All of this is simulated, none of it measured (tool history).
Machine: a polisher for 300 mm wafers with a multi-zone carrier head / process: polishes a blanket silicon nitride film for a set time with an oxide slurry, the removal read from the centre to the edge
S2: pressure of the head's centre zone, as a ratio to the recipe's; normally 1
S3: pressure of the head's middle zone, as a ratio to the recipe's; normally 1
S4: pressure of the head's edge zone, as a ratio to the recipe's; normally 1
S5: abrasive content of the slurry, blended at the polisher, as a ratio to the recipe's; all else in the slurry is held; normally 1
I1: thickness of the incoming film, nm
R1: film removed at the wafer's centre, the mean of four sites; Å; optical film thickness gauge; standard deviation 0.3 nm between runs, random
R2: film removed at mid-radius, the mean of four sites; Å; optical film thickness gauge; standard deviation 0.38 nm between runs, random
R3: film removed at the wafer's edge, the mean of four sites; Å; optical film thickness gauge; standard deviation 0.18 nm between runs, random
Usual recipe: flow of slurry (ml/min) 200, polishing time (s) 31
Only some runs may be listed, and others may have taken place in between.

{"run": 1, "hour": 0.0, "flow of slurry (ml/min)": 200, "S2": 1.03, "S3": 1.05, "S4": 1, "S5": 1, "polishing time (s)": 31, "I1": 367, "R1": 294, "R2": 301, "R3": 288}
{"hour": 70.6, "done": "edge zone pressure recalibrated"}
{"run": 2, "hour": 87.3, "flow of slurry (ml/min)": 180, "S2": 1, "S3": 1, "S4": 1, "S5": 1, "polishing time (s)": 22, "I1": 365, "R1": 204, "R2": 205, "R3": 202}
{"run": 3, "hour": 183.2, "flow of slurry (ml/min)": 180, "S2": 1, "S3": 1, "S4": 1, "S5": 1, "polishing time (s)": 22, "I1": 368.7, "R1": 202, "R2": 203, "R3": 199}
{"run": 4, "hour": 233.3, "flow of slurry (ml/min)": 180, "S2": 1, "S3": 1, "S4": 1, "S5": 1, "polishing time (s)": 22, "I1": 363.5, "R1": 196, "R2": 201, "R3": 202}
{"run": 5, "hour": 318.5, "flow of slurry (ml/min)": 200, "S2": 0.92, "S3": 1, "S4": 1, "S5": 1, "polishing time (s)": 31, "I1": 373, "R1": 264, "R2": 288, "R3": 287}
{"hour": 368.6, "done": "worn pad replaced by a new one"}
{"hour": 375.9, "done": "slurry nozzle cleaned"}
{"run": 6, "hour": 376.4, "flow of slurry (ml/min)": 200, "S2": 0.92, "S3": 1, "S4": 1, "S5": 1, "polishing time (s)": 31, "I1": 367.3, "R1": 267, "R2": 290, "R3": 286}
{"run": 7, "hour": 466.4, "flow of slurry (ml/min)": 200, "S2": 0.92, "S3": 1, "S4": 1, "S5": 1, "polishing time (s)": 31, "I1": 370.3, "R1": 260, "R2": 287, "R3": 287}
{"run": 8, "hour": 526.2, "flow of slurry (ml/min)": 230, "S2": 1, "S3": 1, "S4": 1, "S5": 1, "polishing time (s)": 31, "I1": 365.6, "R1": 295, "R2": 298, "R3": 291}
{"run": 9, "hour": 616.7, "flow of slurry (ml/min)": 230, "S2": 1, "S3": 1, "S4": 1, "S5": 1, "polishing time (s)": 31, "I1": 373.1, "R1": 285, "R2": 296, "R3": 292}
{"run": 10, "hour": 714.4, "flow of slurry (ml/min)": 200, "S2": 1, "S3": 1, "S4": 1, "S5": 1, "polishing time (s)": 31, "I1": 368.5, "R1": 290, "R2": 284, "R3": 289}
{"hour": 767.0, "done": "worn pad replaced by a new one"}
{"run": 11, "hour": 773.8, "flow of slurry (ml/min)": 200, "S2": 1, "S3": 1, "S4": 1, "S5": 0.7, "polishing time (s)": 31, "I1": 372.8, "R1": 239, "R2": 239, "R3": 239}
{"run": 12, "hour": 814.3, "flow of slurry (ml/min)": 200, "S2": 1, "S3": 1, "S4": 1, "S5": 1, "polishing time (s)": 31, "I1": 365.6, "R1": 285, "R2": 288, "R3": 285}
{"run": 13, "hour": 874.0, "flow of slurry (ml/min)": 200, "S2": 1, "S3": 1, "S4": 1, "S5": 1, "polishing time (s)": 31, "I1": 371.8, "R1": 294, "R2": 289, "R3": 288}
{"hour": 877.5, "done": "edge zone pressure recalibrated"}
{"hour": 915.0, "done": "carrier head's membrane replaced by a new one"}
{"run": 14, "hour": 979.6, "flow of slurry (ml/min)": 200, "S2": 1, "S3": 0.9, "S4": 1, "S5": 1, "polishing time (s)": 31, "I1": 369, "R1": 287, "R2": 284, "R3": 287}
{"run": 15, "hour": 1042.5, "flow of slurry (ml/min)": 200, "S2": 1, "S3": 1, "S4": 1, "S5": 1, "polishing time (s)": 31, "I1": 372.2, "R1": 284, "R2": 291, "R3": 288}
{"run": 16, "hour": 1134.3, "flow of slurry (ml/min)": 200, "S2": 1, "S3": 1, "S4": 0.9, "S5": 1, "polishing time (s)": 31, "I1": 370.5, "R1": 288, "R2": 288, "R3": 277}
{"hour": 1138.5, "done": "centre zone pressure recalibrated"}
{"hour": 1162.8, "done": "worn pad replaced by a new one"}
{"hour": 1213.2, "done": "slurry nozzle cleaned"}
{"run": 17, "hour": 1216.1, "flow of slurry (ml/min)": 200, "S2": 1, "S3": 1, "S4": 1, "S5": 1, "polishing time (s)": 25, "I1": 378.3, "R1": 235, "R2": 228, "R3": 231}

What will run 18 give?
{"run": 18, "hour": 1292.4, "flow of slurry (ml/min)": 200, "S2": 1, "S3": 0.88, "S4": 1, "S5": 1.25, "polishing time (s)": 31, "I1": 370.4, "R1": "?", "R2": "?", "R3": "?"}

R1: 319 Å
R2: 299 Å
R3: 316 Å
Without the tool's hidden state the same run would have given R1 319 Å, R2 299 Å, R3 316 Å.

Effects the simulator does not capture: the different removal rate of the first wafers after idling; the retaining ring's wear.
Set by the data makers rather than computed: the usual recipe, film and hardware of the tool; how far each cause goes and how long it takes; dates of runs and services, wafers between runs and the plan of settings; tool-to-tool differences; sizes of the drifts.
